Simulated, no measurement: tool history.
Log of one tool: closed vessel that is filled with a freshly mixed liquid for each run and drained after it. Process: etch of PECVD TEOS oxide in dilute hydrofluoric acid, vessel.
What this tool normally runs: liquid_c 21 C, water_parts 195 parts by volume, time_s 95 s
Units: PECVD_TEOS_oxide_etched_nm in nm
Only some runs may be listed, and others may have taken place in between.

run     day  liquid_c  water_parts  time_s  read-back film thickness of the PECVD TEOS oxide reference wafer, read on the same gauge (nm)  PECVD_TEOS_oxide_etched_nm
  1       0        21          195      95                                                                                        119.973                       5.286
  2   1.046        21          195      95                                                                                        120.045                       5.306
  3   3.217        21          195      95                                                                                        119.954                       5.383
  4   5.817        21          130     130                                                                                        120.003                      11.519
  5   7.154        21          195      95                                                                                        119.955                        5.27
  6   9.925        21          195      95                                                                                        120.023                       5.353
  7  11.304        21          195      95                                                                                        119.965                       5.369
  8  13.142        21          195      95                                                                                        120.027                       5.331
     15.671  -- gauge calibrated
     15.733  -- hydrofluoric acid flow meter replaced
  9   15.75        21          195      95                                                                                        119.988                       4.752
 10  18.617        21          230      95                                                                                        120.029                       3.863
 11  19.683        21          195      95                                                                                        120.042                       4.719
 12  20.988        21          195     110                                                                                        119.986                       5.511
 13  22.692        21          195      95                                                                                        119.989                       4.759
 14  24.175        24          195      95                                                                                        119.959                       5.337
 15  25.325        24          130      50                                                                                        119.985                       4.541

Run 16 is up next; what results do you expect?
 16  27.433        21          195      95                                                                                              ?                           ?

Logged for run 16: read-back film thickness of the PECVD TEOS oxide reference wafer, read on the same gauge (nm) 120.021, PECVD_TEOS_oxide_etched_nm 4.831 nm.
The same run, on a tool lacking any hidden state, would have yielded PECVD_TEOS_oxide_etched_nm 5.101 nm.

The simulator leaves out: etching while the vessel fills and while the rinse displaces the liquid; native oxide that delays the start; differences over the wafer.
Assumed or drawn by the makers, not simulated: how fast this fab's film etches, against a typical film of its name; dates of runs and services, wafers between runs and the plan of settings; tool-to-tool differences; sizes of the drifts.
